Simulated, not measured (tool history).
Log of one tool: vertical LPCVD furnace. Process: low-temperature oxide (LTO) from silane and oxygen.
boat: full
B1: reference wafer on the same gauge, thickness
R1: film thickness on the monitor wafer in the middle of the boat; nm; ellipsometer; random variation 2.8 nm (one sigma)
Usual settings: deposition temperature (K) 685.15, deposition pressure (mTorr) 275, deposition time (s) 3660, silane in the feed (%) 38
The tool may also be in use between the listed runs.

{"run": 1, "hour": 0.0, "deposition temperature (K)": 685.15, "deposition pressure (mTorr)": 275, "deposition time (s)": 3660, "silane in the feed (%)": 38, "B1": 882.08, "R1": 781.6}
{"run": 2, "hour": 73.8, "deposition temperature (K)": 685.15, "deposition pressure (mTorr)": 275, "deposition time (s)": 3660, "silane in the feed (%)": 38, "B1": 882.28, "R1": 782.12}
{"run": 3, "hour": 106.6, "deposition temperature (K)": 685.15, "deposition pressure (mTorr)": 275, "deposition time (s)": 3660, "silane in the feed (%)": 38, "B1": 881.56, "R1": 777.3}
{"run": 4, "hour": 169.3, "deposition temperature (K)": 685.15, "deposition pressure (mTorr)": 275, "deposition time (s)": 3660, "silane in the feed (%)": 38, "B1": 882.27, "R1": 779.6}
{"run": 5, "hour": 205.7, "deposition temperature (K)": 685.15, "deposition pressure (mTorr)": 275, "deposition time (s)": 3660, "silane in the feed (%)": 38, "B1": 882.3, "R1": 782.39}
{"run": 6, "hour": 255.9, "deposition temperature (K)": 685.15, "deposition pressure (mTorr)": 275, "deposition time (s)": 3660, "silane in the feed (%)": 38, "B1": 881.37, "R1": 781.98}
{"run": 7, "hour": 327.6, "deposition temperature (K)": 685.15, "deposition pressure (mTorr)": 275, "deposition time (s)": 3660, "silane in the feed (%)": 38, "B1": 881.18, "R1": 780.16}
{"run": 8, "hour": 391.4, "deposition temperature (K)": 685.15, "deposition pressure (mTorr)": 275, "deposition time (s)": 3660, "silane in the feed (%)": 38, "B1": 880.97, "R1": 779.42}
{"hour": 458.1, "done": "pressure gauge zeroed"}
{"run": 9, "hour": 499.1, "deposition temperature (K)": 685.15, "deposition pressure (mTorr)": 275, "deposition time (s)": 3660, "silane in the feed (%)": 38, "B1": 880.52, "R1": 780.58}
{"run": 10, "hour": 524.6, "deposition temperature (K)": 685.15, "deposition pressure (mTorr)": 275, "deposition time (s)": 3660, "silane in the feed (%)": 38, "B1": 881.47, "R1": 780.85}
{"hour": 549.7, "done": "gauge calibrated"}
{"run": 11, "hour": 592.3, "deposition temperature (K)": 685.15, "deposition pressure (mTorr)": 275, "deposition time (s)": 3660, "silane in the feed (%)": 38, "B1": 907.29, "R1": 804.92}
{"run": 12, "hour": 623.5, "deposition temperature (K)": 689.15, "deposition pressure (mTorr)": 275, "deposition time (s)": 3660, "silane in the feed (%)": 45, "B1": 905.92, "R1": 1007.34}
{"run": 13, "hour": 687.5, "deposition temperature (K)": 685.15, "deposition pressure (mTorr)": 275, "deposition time (s)": 3660, "silane in the feed (%)": 34, "B1": 905.0, "R1": 695.08}
{"run": 14, "hour": 758.2, "deposition temperature (K)": 673.15, "deposition pressure (mTorr)": 240, "deposition time (s)": 2400, "silane in the feed (%)": 34, "B1": 902.93, "R1": 345.67}
{"run": 15, "hour": 823.3, "deposition temperature (K)": 685.15, "deposition pressure (mTorr)": 275, "deposition time (s)": 3660, "silane in the feed (%)": 38, "B1": 900.96, "R1": 793.23}
{"run": 16, "hour": 869.5, "deposition temperature (K)": 685.15, "deposition pressure (mTorr)": 275, "deposition time (s)": 3660, "silane in the feed (%)": 38, "B1": 900.17, "R1": 796.41}
{"hour": 944.5, "done": "thermocouples replaced and temperature profile calibrated"}
{"run": 17, "hour": 945.0, "deposition temperature (K)": 675.15, "deposition pressure (mTorr)": 210, "deposition time (s)": 4530, "silane in the feed (%)": 45, "B1": 898.88, "R1": 817.64}
{"run": 18, "hour": 1009.7, "deposition temperature (K)": 692.15, "deposition pressure (mTorr)": 275, "deposition time (s)": 4080, "silane in the feed (%)": 38, "B1": 897.91, "R1": 956.96}
{"run": 19, "hour": 1035.7, "deposition temperature (K)": 685.15, "deposition pressure (mTorr)": 275, "deposition time (s)": 3660, "silane in the feed (%)": 38, "B1": 897.09, "R1": 798.33}
{"run": 20, "hour": 1082.7, "deposition temperature (K)": 685.15, "deposition pressure (mTorr)": 275, "deposition time (s)": 2370, "silane in the feed (%)": 38, "B1": 896.84, "R1": 511.96}
{"run": 21, "hour": 1136.2, "deposition temperature (K)": 677.15, "deposition pressure (mTorr)": 275, "deposition time (s)": 3660, "silane in the feed (%)": 32, "B1": 894.89, "R1": 579.63}
{"run": 22, "hour": 1166.6, "deposition temperature (K)": 685.15, "deposition pressure (mTorr)": 295, "deposition time (s)": 2940, "silane in the feed (%)": 34, "B1": 895.15, "R1": 589.52}
{"hour": 1246.9, "done": "silane flow controller replaced"}
{"run": 23, "hour": 1247.4, "deposition temperature (K)": 681.15, "deposition pressure (mTorr)": 275, "deposition time (s)": 3660, "silane in the feed (%)": 34, "B1": 893.59, "R1": 659.35}
{"run": 24, "hour": 1353.1, "deposition temperature (K)": 680.15, "deposition pressure (mTorr)": 240, "deposition time (s)": 3660, "silane in the feed (%)": 35, "B1": 893.38, "R1": 588.6}
{"run": 25, "hour": 1413.5, "deposition temperature (K)": 694.15, "deposition pressure (mTorr)": 275, "deposition time (s)": 3660, "silane in the feed (%)": 32, "B1": 893.22, "R1": 698.05}
{"run": 26, "hour": 1444.2, "deposition temperature (K)": 694.15, "deposition pressure (mTorr)": 330, "deposition time (s)": 3660, "silane in the feed (%)": 44, "B1": 892.37, "R1": 1224.11}
{"run": 27, "hour": 1506.9, "deposition temperature (K)": 673.15, "deposition pressure (mTorr)": 300, "deposition time (s)": 3660, "silane in the feed (%)": 42, "B1": 890.02, "R1": 853.23}
{"run": 28, "hour": 1563.6, "deposition temperature (K)": 685.15, "deposition pressure (mTorr)": 230, "deposition time (s)": 3660, "silane in the feed (%)": 31, "B1": 890.21, "R1": 504.68}

The next listed run, before its measurement:
{"run": 29, "hour": 1622.8, "deposition temperature (K)": 685.15, "deposition pressure (mTorr)": 275, "deposition time (s)": 3660, "silane in the feed (%)": 38, "B1": "?", "R1": "?"}

Run 29 gave B1 889.62, R1 783.77 nm.
Without the tool's hidden state the same run would have given R1 796.99 nm.
